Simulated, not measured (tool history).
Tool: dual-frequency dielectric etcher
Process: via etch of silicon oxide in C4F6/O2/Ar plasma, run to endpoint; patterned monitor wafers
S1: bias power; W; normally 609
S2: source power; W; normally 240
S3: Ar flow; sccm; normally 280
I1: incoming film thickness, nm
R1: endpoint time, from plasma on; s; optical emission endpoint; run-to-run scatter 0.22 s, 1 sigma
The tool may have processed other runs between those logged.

Run 1, hour 0.0: usual settings; I1 126.3. Result: R1 28.3 s.
Run 2, hour 7.5: usual settings; I1 124.8. Result: R1 28.5 s.
Run 3, hour 17.8: usual settings; I1 125.7. Result: R1 28.0 s.
Run 4, hour 45.3: usual settings but S1 730 W, S3 231 sccm; I1 126.2. Result: R1 25.7 s.
Run 5, hour 61.3: usual settings but S1 730 W, S3 231 sccm; I1 123.3. Result: R1 25.3 s.
Run 6, hour 68.0: usual settings but S1 730 W, S3 231 sccm; I1 126.7. Result: R1 25.8 s.
At hour 100.4: wet clean of the chamber.
Run 7, hour 100.9: usual settings but S2 200 W; I1 126.1. Result: R1 32.6 s.
Run 8, hour 101.2: usual settings; I1 124.3. Result: R1 29.0 s.
Run 9, hour 102.6: usual settings; I1 123.4. Result: R1 29.0 s.
At hour 111.6: Ar flow controller replaced.
At hour 114.7: bias power generator calibrated.
At hour 129.3: upper electrode replaced.
Run 10, hour 129.8: usual settings but S3 228 sccm; I1 124.3. Result: R1 28.4 s.
Run 11, hour 130.1: usual settings but S2 190 W; I1 124.1. Result: R1 32.8 s.
Run 12, hour 137.9: usual settings; I1 125.9. Result: R1 29.4 s.
Run 13, hour 148.6: usual settings but S1 753 W, S3 235 sccm; I1 125.0. Result: R1 26.1 s.
Run 14, hour 159.0: usual settings but S2 300 W, S3 339 sccm; I1 125.3. Result: R1 27.1 s.
Run 15, hour 174.1: usual settings but S2 200 W, S3 211 sccm; I1 126.6. Result: R1 31.3 s.
Run 16, hour 182.2: usual settings but S1 660 W, S2 210 W; I1 125.7. Result: R1 30.3 s.
At hour 192.7: source power generator calibrated.
Run 17, hour 196.2: usual settings but S3 302 sccm; I1 125.2. Result: R1 29.2 s.
Run 18, hour 208.1: usual settings but S1 738 W, S2 220 W; I1 125.9. Result: R1 28.1 s.
Run 19, hour 216.2: usual settings but S3 302 sccm; I1 124.0. Result: R1 29.1 s.
Run 20, hour 233.0: usual settings but S1 561 W, S2 210 W, S3 213 sccm; I1 125.1. Result: R1 30.8 s.
Run 21, hour 247.6: usual settings but S3 222 sccm; I1 125.5. Result: R1 27.8 s.
Run 22, hour 253.9: usual settings but S1 730 W, S3 231 sccm; I1 123.7. Result: R1 25.8 s.

Alternative continuations, all from the tool just after run 22; predict every row:
Run A, hour 254.3: usual settings; I1 125.6. Result: R1 ?.
Run B, hour 254.3: usual settings but S1 495 W; I1 125.6. Result: R1 ?.
Run C, hour 254.3: usual settings but S2 200 W, S3 342 sccm; I1 125.6. Result: R1 ?.
Run D, hour 254.3: usual settings but S1 662 W; I1 125.6. Result: R1 ?.
Run E, hour 254.3: usual settings but S2 260 W, S3 328 sccm; I1 125.6. Result: R1 ?.

run    R1
  A  28.9
  B  31.2
  C  32.5
  D  28.0
  E  28.4
Without the tool's unlogged condition, the same runs would have read:
run    R1
  A  29.5
  B  31.9
  C  33.1
  D  28.6
  E  29.0
